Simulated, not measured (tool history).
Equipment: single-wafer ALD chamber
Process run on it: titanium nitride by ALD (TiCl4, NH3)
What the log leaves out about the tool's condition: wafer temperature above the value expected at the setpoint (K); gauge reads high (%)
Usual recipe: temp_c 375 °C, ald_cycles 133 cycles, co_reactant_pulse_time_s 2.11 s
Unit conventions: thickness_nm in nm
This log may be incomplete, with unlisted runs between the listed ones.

| run | hour | temp_c | ald_cycles | co_reactant_pulse_time_s | wafers since the last listed run | hours since the last thermocouple change | hours since the showerhead was replaced | hours since the gauge calibration | read-back reference wafer on the same gauge, thickness_nm | thickness_nm |
|---|---|---|---|---|---|---|---|---|---|---|
| 1 | 0 | 375 | 133 | 2.29 | 0 | 1157.1 | 4976.1 | 2455.6 | 2.631 | 2.976 |
|  | 58.5 | thermocouple changed; heater temperature recalibrated |
| 2 | 59 | 375 | 149 | 2.11 | 126 | 0.5 | 5035.1 | 2514.6 | 2.631 | 3.369 |
| 3 | 134.6 | 375 | 133 | 2.11 | 187 | 76.1 | 5110.7 | 2590.2 | 2.63 | 2.999 |
| 4 | 225.9 | 375 | 133 | 2.11 | 226 | 167.4 | 5202 | 2681.5 | 2.63 | 2.98 |
| 5 | 270.5 | 375 | 133 | 2.11 | 110 | 212 | 5246.6 | 2726.1 | 2.631 | 2.998 |
| 6 | 328.2 | 375 | 133 | 1.72 | 143 | 269.7 | 5304.3 | 2783.8 | 2.629 | 2.958 |
| 7 | 409.5 | 375 | 133 | 1.72 | 201 | 351 | 5385.6 | 2865.1 | 2.631 | 2.944 |
|  | 484.8 | showerhead replaced, of another model than before |
| 8 | 679.5 | 375 | 133 | 1.72 | 650 | 621 | 194.7 | 3135.1 | 2.63 | 2.896 |
| 9 | 759.6 | 375 | 133 | 2.64 | 198 | 701.1 | 274.8 | 3215.2 | 2.63 | 3.061 |
| 10 | 805.6 | 375 | 133 | 2.64 | 114 | 747.1 | 320.8 | 3261.2 | 2.629 | 3.031 |
| 11 | 875.5 | 375 | 133 | 2.64 | 173 | 817 | 390.7 | 3331.1 | 2.63 | 3.059 |
| 12 | 956.8 | 375 | 133 | 1.93 | 201 | 898.3 | 472 | 3412.4 | 2.629 | 2.95 |
| 13 | 1010.2 | 375 | 133 | 1.93 | 132 | 951.7 | 525.4 | 3465.8 | 2.63 | 2.935 |
|  | 1100.3 | thermocouple changed; heater temperature recalibrated |
| 14 | 1100.8 | 368 | 140 | 2.11 | 205 | 0.5 | 616 | 3556.4 | 2.631 | 3.124 |
| 15 | 1180.5 | 368 | 140 | 2.11 | 197 | 80.2 | 695.7 | 3636.1 | 2.629 | 3.121 |
| 16 | 1282.5 | 368 | 140 | 2.11 | 253 | 182.2 | 797.7 | 3738.1 | 2.631 | 3.112 |
| 17 | 1342.9 | 382 | 133 | 2.11 | 150 | 242.6 | 858.1 | 3798.5 | 2.631 | 3.011 |
| 18 | 1450.7 | 375 | 133 | 2.11 | 267 | 350.4 | 965.9 | 3906.3 | 2.63 | 2.997 |
| 19 | 1527.4 | 380 | 115 | 2.74 | 190 | 427.1 | 1042.6 | 3983 | 2.63 | 2.661 |
| 20 | 1614.1 | 375 | 116 | 1.64 | 215 | 513.8 | 1129.3 | 4069.7 | 2.63 | 2.509 |
| 21 | 1709.9 | 388 | 149 | 2.11 | 237 | 609.6 | 1225.1 | 4165.5 | 2.631 | 3.41 |
| 22 | 1808.4 | 375 | 158 | 2.11 | 244 | 708.1 | 1323.6 | 4264 | 2.631 | 3.526 |
| 23 | 1845.8 | 366 | 115 | 1.57 | 92 | 745.5 | 1361 | 4301.4 | 2.63 | 2.404 |
| 24 | 1924.2 | 380 | 107 | 2.42 | 194 | 823.9 | 1439.4 | 4379.8 | 2.631 | 2.447 |
| 25 | 1976.3 | 367 | 133 | 2.72 | 129 | 876 | 1491.5 | 4431.9 | 2.63 | 3.025 |
| 26 | 2056.2 | 383 | 148 | 2.7 | 198 | 955.9 | 1571.4 | 4511.8 | 2.631 | 3.426 |
| 27 | 2097 | 375 | 150 | 2.11 | 101 | 996.7 | 1612.2 | 4552.6 | 2.629 | 3.363 |
|  | 2146.8 | gauge calibrated |
| 28 | 2156.8 | 365 | 151 | 1.7 | 148 | 1056.5 | 1672 | 10 | 2.63 | 3.178 |
| 29 | 2209.7 | 388 | 133 | 2.11 | 131 | 1109.4 | 1724.9 | 62.9 | 2.63 | 3.029 |
| 30 | 2288.6 | 375 | 133 | 2.11 | 195 | 1188.3 | 1803.8 | 141.8 | 2.63 | 2.967 |
|  | 2297.6 | thermocouple changed; heater temperature recalibrated |
| 31 | 2331.4 | 375 | 133 | 2.11 | 86 | 33.8 | 1846.6 | 184.6 | 2.631 | 2.99 |
| 32 | 2382.6 | 384 | 133 | 1.75 | 127 | 85 | 1897.8 | 235.8 | 2.63 | 2.96 |

Run 33 comes next. What will it give?
| 33 | 2440.4 | 363 | 133 | 1.49 | 143 | 142.8 | 1955.6 | 293.6 | ? | ? |

For run 33 the tool returned read-back reference wafer on the same gauge, thickness_nm 2.631, thickness_nm 2.744 nm.
On a tool with no hidden condition, and with the same random variation, this run would have come out at thickness_nm 2.746 nm.

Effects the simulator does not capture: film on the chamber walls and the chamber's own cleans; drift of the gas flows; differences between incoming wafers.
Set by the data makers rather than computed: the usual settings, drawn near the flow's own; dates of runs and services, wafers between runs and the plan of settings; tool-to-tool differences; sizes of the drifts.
